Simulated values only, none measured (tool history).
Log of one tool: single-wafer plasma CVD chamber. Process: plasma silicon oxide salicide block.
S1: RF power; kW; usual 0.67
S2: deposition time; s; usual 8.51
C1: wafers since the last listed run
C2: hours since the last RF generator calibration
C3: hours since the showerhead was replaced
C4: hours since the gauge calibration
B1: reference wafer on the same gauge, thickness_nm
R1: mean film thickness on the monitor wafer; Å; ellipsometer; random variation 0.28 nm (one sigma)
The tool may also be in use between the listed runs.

run,hour,S1,S2,C1,C2,C3,C4,B1,R1
1,0,0.67,9.27,0,1230.1,5551.7,120.5,104.113,997.14
2,112.4,0.67,9.27,3007,1342.5,5664.1,232.9,104.015,998.19
3,160.2,0.67,9.27,1278,1390.3,5711.9,280.7,104.043,997.06
4,214.9,0.67,9.23,1463,1445,5766.6,335.4,104.062,990.17
5,281,0.67,9.23,1768,1511.1,5832.7,401.5,104.046,994.6
6,316.6,0.67,9.23,952,1546.7,5868.3,437.1,104.015,991.05
7,343.8,0.74,8.51,727,1573.9,5895.5,464.3,104.028,951.54
8,401.2,0.74,8.51,1535,1631.3,5952.9,521.7,103.923,949.72
9,471.3,0.74,8.51,1875,1701.4,6023,591.8,104.01,950
10,509.9,0.67,9.82,1032,1740,6061.6,630.4,104.035,1051.27
11,577.7,0.59,8.51,1814,1807.8,6129.4,698.2,103.964,861.56
12,637.8,0.59,8.51,1608,1867.9,6189.5,758.3,104.066,862.2
13,687.5,0.715,9.74,1329,1917.6,6239.2,808,103.936,1062.6
14,722.1,0.715,9.74,925,1952.2,6273.8,842.6,104.008,1070.51
15,842.9,0.64,8.51,3232,2073,6394.6,963.4,103.938,885.54
16,871,0.64,8.51,751,2101.1,6422.7,991.5,104.038,883.17
17,912.1,0.64,8.51,1099,2142.2,6463.8,1032.6,103.955,887.19
18,950.1,0.67,8.51,1016,2180.2,6501.8,1070.6,104.047,903.3
19,1004.6,0.71,8.51,1458,2234.7,6556.3,1125.1,104.098,922.05
20,1060.5,0.745,8.51,1495,2290.6,6612.2,1181,104.01,937.06
21,1105.2,0.785,9.82,1196,2335.3,6656.9,1225.7,104.013,1105.67
22,1159.2,0.67,8.51,1444,2389.3,6710.9,1279.7,104.103,895.87
23,1204.2,0.67,7.71,1204,2434.3,6755.9,1324.7,104.047,810.8
# hour 1225.3: showerhead replaced
24,1255.2,0.71,7.17,1150,2485.3,29.9,1375.7,103.964,767.72
25,1281.8,0.725,7.33,711,2511.9,56.5,1402.3,104.02,794.58
# hour 1303.9: RF generator calibrated
26,1329.1,0.625,7.61,1051,25.2,103.8,1449.6,104.026,804.89
27,1372.4,0.745,8.51,1158,68.5,147.1,1492.9,103.882,964.54
# hour 1393.3: gauge calibrated
28,1432.6,0.57,10.02,1610,128.7,207.3,39.3,103.958,1015.21
29,1469.3,0.72,10.04,981,165.4,244,76,103.91,1121.88
30,1524.7,0.635,8.51,1482,220.8,299.4,131.4,104.017,905.89
31,1549.8,0.57,9.32,671,245.9,324.5,156.5,104.023,942.88
32,1611,0.595,9.05,1637,307.1,385.7,217.7,103.892,937.89
33,1662.8,0.67,8.51,1385,358.9,437.5,269.5,104.046,924.82
34,1712.2,0.805,6.94,1321,408.3,486.9,318.9,104.068,807.51
35,1743.1,0.55,9.12,826,439.2,517.8,349.8,104.094,912.4
36,1797.7,0.67,8.51,1460,493.8,572.4,404.4,103.937,925.25
37,1869.7,0.535,7.36,1926,565.8,644.4,476.4,103.847,719.79

Some steps in R1 between neighbouring runs. How much of each would the tool show without its hidden state too (settings, what came in, random variation), and how much is left for the hidden state, with any gauge scatter that isn't in both results?
The hidden state here: delivered RF power above the setpoint (%); gauge reads high (%).
Run 20 -> 21: S1 0.745 -> 0.785, S2 8.51 -> 9.82. R1 +168.61 Å: hidden state -6.99, all else +175.6.
Run 21 -> 22: S1 0.785 -> 0.67, S2 9.82 -> 8.51. R1 -209.8 Å: hidden state +5.81, all else -215.61.
Run 25 -> 26: S1 0.725 -> 0.625, S2 7.33 -> 7.61, RF generator calibrated. R1 +10.31 Å: hidden state +27.24, all else -16.93.
Run 29 -> 30: S1 0.72 -> 0.635, S2 10.04 -> 8.51. R1 -215.99 Å: hidden state +1.09, all else -217.08.
Run 36 -> 37: S1 0.67 -> 0.535, S2 8.51 -> 7.36. R1 -205.46 Å: hidden state +1.08, all else -206.54.
